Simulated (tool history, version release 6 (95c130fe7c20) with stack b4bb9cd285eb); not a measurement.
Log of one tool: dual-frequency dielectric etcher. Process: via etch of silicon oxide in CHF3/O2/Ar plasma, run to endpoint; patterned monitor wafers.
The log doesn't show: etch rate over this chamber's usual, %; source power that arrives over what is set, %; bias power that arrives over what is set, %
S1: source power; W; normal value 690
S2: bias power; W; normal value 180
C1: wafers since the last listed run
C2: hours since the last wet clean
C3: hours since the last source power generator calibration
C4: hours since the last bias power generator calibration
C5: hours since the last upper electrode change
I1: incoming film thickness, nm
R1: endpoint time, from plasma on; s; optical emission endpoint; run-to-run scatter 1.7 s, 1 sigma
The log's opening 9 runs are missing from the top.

run	day	S1	S2	C1	C2	C3	C4	C5	I1	R1
10	4.308	690	168	89	231.2	2337.7	4001.8	1717.4	793.3	377.0
11	4.583	690	168	34	237.8	2344.3	4008.4	1724.0	789.8	378.6
12	4.904	690	180	39	245.5	2352.0	4016.1	1731.7	811.1	377.1
13	5.454	690	180	68	258.7	2365.2	4029.3	1744.9	790.7	366.9
14	5.796	690	180	42	266.9	2373.4	4037.5	1753.1	798.3	366.9
15	6.525	690	180	90	284.4	2390.9	4055.0	1770.6	800.9	368.2
16	6.954	690	180	53	294.7	2401.2	4065.3	1780.9	796.7	370.6
17	7.692	690	180	91	312.4	2418.9	4083.0	1798.6	781.3	358.2
18	8.258	770	180	70	326.0	2432.5	4096.6	1812.2	798.9	342.6
19	8.892	540	220	78	341.2	2447.7	4111.8	1827.4	793.0	392.2
20	9.483	600	180	73	355.4	2461.9	4126.0	1841.6	795.0	399.0
21	10.192	690	145	87	372.4	2478.9	4143.0	1858.6	793.4	398.8
# day 11.296: bias power generator calibrated
# day 11.633: wet clean of the chamber
# day 11.742: source power generator calibrated
# day 12.696: upper electrode replaced
22	12.717	690	180	118	26.0	23.4	34.1	0.5	797.7	367.2
23	12.733	640	209	2	26.4	23.8	34.5	0.9	785.6	358.9
24	12.750	600	219	2	26.8	24.2	34.9	1.3	798.1	367.7
25	12.825	540	180	9	28.6	26.0	36.7	3.1	794.1	430.1
26	13.262	690	180	54	39.1	36.5	47.2	13.6	798.2	370.6
27	13.596	640	155	41	47.1	44.5	55.2	21.6	795.2	409.5
28	14.300	590	145	87	64.0	61.4	72.1	38.5	800.1	445.7
29	14.754	600	180	56	74.9	72.3	83.0	49.4	797.8	402.1
30	16.262	690	180	186	111.1	108.5	119.2	85.6	797.9	367.8
31	16.671	590	180	50	120.9	118.3	129.0	95.4	794.3	404.8
32	17.000	780	163	40	128.8	126.2	136.9	103.3	792.5	350.5
33	17.571	690	180	70	142.5	139.9	150.6	117.0	793.2	367.6
34	18.112	640	195	66	155.5	152.9	163.6	130.0	799.5	375.9

Predict each of these 3 candidate next runs independently; none follows another, all start after run 34:
A	18.133	690	201	2	156.0	153.4	164.1	130.5	783.7	?
B	18.133	860	153	2	156.0	153.4	164.1	130.5	783.7	?
C	18.133	820	224	2	156.0	153.4	164.1	130.5	783.7	?

run	R1
A	343.1
B	337.9
C	297.2
With the hidden condition removed and each run's random variation left untouched, the same runs would have given:
run	R1
A	343.1
B	337.9
C	297.2
